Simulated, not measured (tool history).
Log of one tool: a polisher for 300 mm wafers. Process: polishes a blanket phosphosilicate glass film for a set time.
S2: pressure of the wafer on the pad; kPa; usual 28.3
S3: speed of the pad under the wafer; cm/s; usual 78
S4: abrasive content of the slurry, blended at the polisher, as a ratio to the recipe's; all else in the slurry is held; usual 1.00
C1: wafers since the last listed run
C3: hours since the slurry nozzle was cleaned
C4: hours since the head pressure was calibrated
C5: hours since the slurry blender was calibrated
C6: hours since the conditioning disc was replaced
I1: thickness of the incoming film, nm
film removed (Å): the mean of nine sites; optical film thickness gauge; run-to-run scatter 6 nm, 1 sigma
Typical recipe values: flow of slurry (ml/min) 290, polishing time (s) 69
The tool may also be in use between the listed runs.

Run 1, hour 0.0: usual settings; C1 0; wafers polished on this pad 2401; C3 134.8; C4 477.5; C5 384.7; C6 276.6; I1 1859.2. Result: film removed (Å) 6410.
Run 2, hour 87.1: usual settings; C1 837; wafers polished on this pad 3239; C3 221.9; C4 564.6; C5 471.8; C6 363.7; I1 1829.5. Result: film removed (Å) 6547.
At hour 136.7: slurry blender recalibrated.
Run 3, hour 158.8: usual settings; C1 670; wafers polished on this pad 3909; C3 293.6; C4 636.3; C5 22.1; C6 435.4; I1 1840.3. Result: film removed (Å) 6482.
At hour 243.7: conditioning disc replaced and pad reconditioned.
At hour 261.9: worn pad replaced by a new one.
Run 4, hour 263.5: usual settings; C1 949; wafers polished on this pad 15; C3 398.3; C4 741.0; C5 126.8; C6 19.8; I1 1852.3. Result: film removed (Å) 6403.
At hour 362.0: head pressure recalibrated.
Run 5, hour 526.1: usual settings; C1 2506; wafers polished on this pad 2521; C3 660.9; C4 164.1; C5 389.4; C6 282.4; I1 1865.5. Result: film removed (Å) 6557.
At hour 552.9: slurry blender recalibrated.
At hour 569.2: slurry nozzle cleaned.
Run 6, hour 602.7: usual settings but S3 64 cm/s; C1 707; wafers polished on this pad 3229; C3 33.5; C4 240.7; C5 49.8; C6 359.0; I1 1843.6. Result: film removed (Å) 5566.
At hour 671.4: worn pad replaced by a new one.
Run 7, hour 697.5: usual settings but S3 64 cm/s; C1 873; wafers polished on this pad 251; C3 128.3; C4 335.5; C5 144.6; C6 453.8; I1 1858.8. Result: film removed (Å) 5441.
At hour 755.1: conditioning disc replaced and pad reconditioned.
Run 8, hour 769.1: usual settings but S3 64 cm/s; C1 669; wafers polished on this pad 920; C3 199.9; C4 407.1; C5 216.2; C6 14.0; I1 1850.4. Result: film removed (Å) 5453.
Run 9, hour 827.5: usual settings; C1 561; wafers polished on this pad 1482; C3 258.3; C4 465.5; C5 274.6; C6 72.4; I1 1820.2. Result: film removed (Å) 6457.
Run 10, hour 874.6: usual settings but polishing time (s) 85; C1 452; wafers polished on this pad 1935; C3 305.4; C4 512.6; C5 321.7; C6 119.5; I1 1853.1. Result: film removed (Å) 7872.
Run 11, hour 976.6: usual settings; C1 980; wafers polished on this pad 2916; C3 407.4; C4 614.6; C5 423.7; C6 221.5; I1 1855.6. Result: film removed (Å) 6528.
At hour 998.2: slurry blender recalibrated.
Run 12, hour 1066.0: usual settings but S2 20.0 kPa, polishing time (s) 90; C1 840; wafers polished on this pad 3756; C3 496.8; C4 704.0; C5 67.8; C6 310.9; I1 1846.3. Result: film removed (Å) 5947.
Run 13, hour 1104.7: usual settings but flow of slurry (ml/min) 365, S3 64 cm/s, S4 0.80; C1 372; wafers polished on this pad 4128; C3 535.5; C4 742.7; C5 106.5; C6 349.6; I1 1860.0. Result: film removed (Å) 4662.
At hour 1169.5: head pressure recalibrated.
Run 14, hour 1177.6: usual settings but S3 64 cm/s; C1 681; wafers polished on this pad 4810; C3 608.4; C4 8.1; C5 179.4; C6 422.5; I1 1887.0. Result: film removed (Å) 5519.
At hour 1203.0: worn pad replaced by a new one.
Run 15, hour 1231.0: usual settings; C1 475; wafers polished on this pad 269; C3 661.8; C4 61.5; C5 232.8; C6 475.9; I1 1833.6. Result: film removed (Å) 6383.
At hour 1256.3: conditioning disc replaced and pad reconditioned.
Run 16, hour 1288.0: usual settings; C1 528; wafers polished on this pad 797; C3 718.8; C4 118.5; C5 289.8; C6 31.7; I1 1836.1. Result: film removed (Å) 6421.
Run 17, hour 1327.7: usual settings but S2 31.0 kPa, S3 70 cm/s, S4 0.85; C1 381; wafers polished on this pad 1179; C3 758.5; C4 158.2; C5 329.5; C6 71.4; I1 1855.2. Result: film removed (Å) 5774.
At hour 1328.9: slurry nozzle cleaned.
Run 18, hour 1369.7: usual settings but S3 62 cm/s, polishing time (s) 58; C1 394; wafers polished on this pad 1574; C3 40.8; C4 200.2; C5 371.5; C6 113.4; I1 1886.8. Result: film removed (Å) 4562.
Run 19, hour 1436.2: usual settings but S2 32.4 kPa, S4 0.80; C1 639; wafers polished on this pad 2213; C3 107.3; C4 266.7; C5 438.0; C6 179.9; I1 1846.8. Result: film removed (Å) 6245.
Run 20, hour 1499.4: usual settings but S2 22.1 kPa, S3 96 cm/s; C1 607; wafers polished on this pad 2821; C3 170.5; C4 329.9; C5 501.2; C6 243.1; I1 1870.2. Result: film removed (Å) 5987.
At hour 1521.5: slurry blender recalibrated.
Run 21, hour 1546.0: usual settings but S3 100 cm/s, S4 1.15; C1 428; wafers polished on this pad 3250; C3 217.1; C4 376.5; C5 24.5; C6 289.7; I1 1813.9. Result: film removed (Å) 8568.
Run 22, hour 1605.9: usual settings but S3 64 cm/s; C1 576; wafers polished on this pad 3826; C3 277.0; C4 436.4; C5 84.4; C6 349.6; I1 1864.0. Result: film removed (Å) 5514.
Run 23, hour 1682.6: usual settings but flow of slurry (ml/min) 370, S4 1.15; C1 737; wafers polished on this pad 4563; C3 353.7; C4 513.1; C5 161.1; C6 426.3; I1 1840.7. Result: film removed (Å) 7222.
At hour 1700.1: worn pad replaced by a new one.
At hour 1756.3: conditioning disc replaced and pad reconditioned.
Run 24, hour 1774.9: usual settings but flow of slurry (ml/min) 375, S2 22.1 kPa, S3 106 cm/s; C1 829; wafers polished on this pad 700; C3 446.0; C4 605.4; C5 253.4; C6 18.6; I1 1880.6. Result: film removed (Å) 6676.
Run 25, hour 1851.3: usual settings but S4 1.20; C1 734; wafers polished on this pad 1434; C3 522.4; C4 681.8; C5 329.8; C6 95.0; I1 1853.1. Result: film removed (Å) 7135.

What differs in the tool's unlogged condition from the final listed run ahead of each entry between runs to the first listed run following it?
Runs 2 to 3: slurry blender recalibrated (hour 136.7)
  both runs share identical hidden conditions
Runs 3 to 4: conditioning disc replaced and pad reconditioned (hour 243.7); worn pad replaced by a new one (hour 261.9)
  both runs share identical hidden conditions
Runs 4 to 5: head pressure recalibrated (hour 362.0)
  both runs share identical hidden conditions
Runs 5 to 6: slurry blender recalibrated (hour 552.9); slurry nozzle cleaned (hour 569.2)
  both runs share identical hidden conditions
Runs 6 to 7: worn pad replaced by a new one (hour 671.4)
  both runs share identical hidden conditions
Runs 7 to 8: conditioning disc replaced and pad reconditioned (hour 755.1)
  both runs share identical hidden conditions
Runs 11 to 12: slurry blender recalibrated (hour 998.2)
  both runs share identical hidden conditions
Runs 13 to 14: head pressure recalibrated (hour 1169.5)
  both runs share identical hidden conditions
Runs 14 to 15: worn pad replaced by a new one (hour 1203.0)
  both runs share identical hidden conditions
Runs 15 to 16: conditioning disc replaced and pad reconditioned (hour 1256.3)
  both runs share identical hidden conditions
Runs 17 to 18: slurry nozzle cleaned (hour 1328.9)
  both runs share identical hidden conditions
Runs 20 to 21: slurry blender recalibrated (hour 1521.5)
  both runs share identical hidden conditions
Runs 23 to 24: worn pad replaced by a new one (hour 1700.1); conditioning disc replaced and pad reconditioned (hour 1756.3)
  both runs share identical hidden conditions
